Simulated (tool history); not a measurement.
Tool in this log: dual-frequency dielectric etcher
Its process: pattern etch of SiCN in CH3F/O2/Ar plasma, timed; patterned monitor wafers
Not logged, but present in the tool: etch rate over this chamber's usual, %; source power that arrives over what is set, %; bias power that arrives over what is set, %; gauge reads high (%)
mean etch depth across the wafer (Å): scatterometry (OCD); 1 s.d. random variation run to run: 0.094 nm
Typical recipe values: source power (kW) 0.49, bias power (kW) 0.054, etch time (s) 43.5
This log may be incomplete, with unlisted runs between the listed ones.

| run | hour | source power (kW) | bias power (kW) | etch time (s) | wafers since the last listed run | hours since the last wet clean | hours since the last source power generator calibration | hours since the last bias power generator calibration | hours since the last upper electrode change | hours since the gauge calibration | read-back reference wafer on the same gauge, depth_nm | mean etch depth across the wafer (Å) |
|---|---|---|---|---|---|---|---|---|---|---|---|---|
| 1 | 0 | 0.49 | 0.054 | 37 | 0 | 208.7 | 2183.2 | 567.7 | 3924.8 | 1680.4 | 13.52 | 136.1 |
|  | 104.2 | source power generator calibrated |
| 2 | 106.8 | 0.49 | 0.057 | 43.5 | 678 | 315.5 | 2.6 | 674.5 | 4031.6 | 1787.2 | 13.51 | 157.6 |
| 3 | 211.7 | 0.49 | 0.057 | 43.5 | 692 | 420.4 | 107.5 | 779.4 | 4136.5 | 1892.1 | 13.51 | 158.8 |
| 4 | 295.3 | 0.49 | 0.057 | 43.5 | 551 | 504 | 191.1 | 863 | 4220.1 | 1975.7 | 13.49 | 161.9 |
| 5 | 341.4 | 0.49 | 0.054 | 43.5 | 304 | 550.1 | 237.2 | 909.1 | 4266.2 | 2021.8 | 13.49 | 157.6 |
| 6 | 444 | 0.49 | 0.054 | 48 | 677 | 652.7 | 339.8 | 1011.7 | 4368.8 | 2124.4 | 13.49 | 173.2 |
|  | 526.7 | wet clean of the chamber |
| 7 | 533 | 0.49 | 0.054 | 48 | 429 | 6.3 | 428.8 | 1100.7 | 4457.8 | 2213.4 | 13.49 | 173 |
|  | 568.4 | upper electrode replaced |
| 8 | 631.4 | 0.56 | 0.054 | 43.5 | 491 | 104.7 | 527.2 | 1199.1 | 63 | 2311.8 | 13.48 | 169.3 |
| 9 | 719.2 | 0.49 | 0.044 | 43.5 | 579 | 192.5 | 615 | 1286.9 | 150.8 | 2399.6 | 13.5 | 142.7 |
| 10 | 756.2 | 0.41 | 0.061 | 36 | 244 | 229.5 | 652 | 1323.9 | 187.8 | 2436.6 | 13.49 | 125.5 |
| 11 | 802.5 | 0.49 | 0.054 | 37 | 305 | 275.8 | 698.3 | 1370.2 | 234.1 | 2482.9 | 13.5 | 134 |
| 12 | 910.1 | 0.49 | 0.054 | 43.5 | 710 | 383.4 | 805.9 | 1477.8 | 341.7 | 2590.5 | 13.51 | 157.7 |
| 13 | 948.5 | 0.49 | 0.066 | 47 | 253 | 421.8 | 844.3 | 1516.2 | 380.1 | 2628.9 | 13.49 | 186.2 |
| 14 | 1043.9 | 0.49 | 0.044 | 56 | 629 | 517.2 | 939.7 | 1611.6 | 475.5 | 2724.3 | 13.51 | 186 |
|  | 1121.4 | wet clean of the chamber |
| 15 | 1125.5 | 0.58 | 0.046 | 43.5 | 380 | 4.1 | 1021.3 | 1693.2 | 557.1 | 2805.9 | 13.51 | 161.4 |
|  | 1136.7 | gauge calibrated |
| 16 | 1165 | 0.57 | 0.064 | 56 | 260 | 43.6 | 1060.8 | 1732.7 | 596.6 | 28.3 | 13.48 | 237.3 |
| 17 | 1216.7 | 0.49 | 0.054 | 47 | 341 | 95.3 | 1112.5 | 1784.4 | 648.3 | 80 | 13.49 | 170.5 |
| 18 | 1294.5 | 0.49 | 0.054 | 35.5 | 513 | 173.1 | 1190.3 | 1862.2 | 726.1 | 157.8 | 13.49 | 129.5 |
|  | 1305.6 | bias power generator calibrated |
| 19 | 1388.7 | 0.49 | 0.042 | 35.5 | 595 | 267.3 | 1284.5 | 83.1 | 820.3 | 252 | 13.48 | 114.3 |
| 20 | 1478.2 | 0.49 | 0.054 | 54.5 | 590 | 356.8 | 1374 | 172.6 | 909.8 | 341.5 | 13.49 | 199.9 |
| 21 | 1517.9 | 0.6 | 0.046 | 39 | 262 | 396.5 | 1413.7 | 212.3 | 949.5 | 381.2 | 13.51 | 145.5 |
| 22 | 1589.8 | 0.58 | 0.054 | 43.5 | 474 | 468.4 | 1485.6 | 284.2 | 1021.4 | 453.1 | 13.47 | 175.4 |
|  | 1795.4 | wet clean of the chamber |
| 23 | 1848.7 | 0.49 | 0.054 | 39.5 | 1550 | 53.3 | 1744.5 | 543.1 | 1280.3 | 712 | 13.49 | 144.7 |
| 24 | 1929.8 | 0.49 | 0.054 | 43.5 | 535 | 134.4 | 1825.6 | 624.2 | 1361.4 | 793.1 | 13.51 | 159.5 |
| 25 | 2012.4 | 0.49 | 0.05 | 37 | 545 | 217 | 1908.2 | 706.8 | 1444 | 875.7 | 13.49 | 131.4 |
| 26 | 2056.2 | 0.56 | 0.06 | 48 | 289 | 260.8 | 1952 | 750.6 | 1487.8 | 919.5 | 13.48 | 196.8 |
| 27 | 2156.2 | 0.55 | 0.042 | 43.5 | 660 | 360.8 | 2052 | 850.6 | 1587.8 | 1019.5 | 13.51 | 151.3 |
| 28 | 2217.8 | 0.49 | 0.054 | 43.5 | 406 | 422.4 | 2113.6 | 912.2 | 1649.4 | 1081.1 | 13.49 | 161.5 |
| 29 | 2299.4 | 0.39 | 0.064 | 43.5 | 538 | 504 | 2195.2 | 993.8 | 1731 | 1162.7 | 13.5 | 152.8 |
|  | 2372.6 | wet clean of the chamber |
| 30 | 2384.3 | 0.49 | 0.054 | 43.5 | 402 | 11.7 | 2280.1 | 1078.7 | 1815.9 | 1247.6 | 13.49 | 159.7 |

4 options for the next run, each taken on its own from the tool as it stands now. Forecast them:
| A | 2384.7 | 0.49 | 0.054 | 43.5 | 2 | 12.1 | 2280.5 | 1079.1 | 1816.3 | 1248 | ? | ? |
| B | 2384.7 | 0.37 | 0.045 | 35 | 2 | 12.1 | 2280.5 | 1079.1 | 1816.3 | 1248 | ? | ? |
| C | 2384.7 | 0.44 | 0.054 | 56.5 | 2 | 12.1 | 2280.5 | 1079.1 | 1816.3 | 1248 | ? | ? |
| D | 2384.7 | 0.61 | 0.063 | 34 | 2 | 12.1 | 2280.5 | 1079.1 | 1816.3 | 1248 | ? | ? |

| run | read-back reference wafer on the same gauge, depth_nm | mean etch depth across the wafer (Å) |
|---|---|---|
| A | 13.49 | 160.9 |
| B | 13.49 | 101.5 |
| C | 13.49 | 197.1 |
| D | 13.49 | 150.6 |
With the hidden condition removed and each run's random variation left untouched, the same runs would have given:
| run | mean etch depth across the wafer (Å) |
|---|---|
| A | 156.7 |
| B | 98.8 |
| C | 192 |
| D | 146.7 |
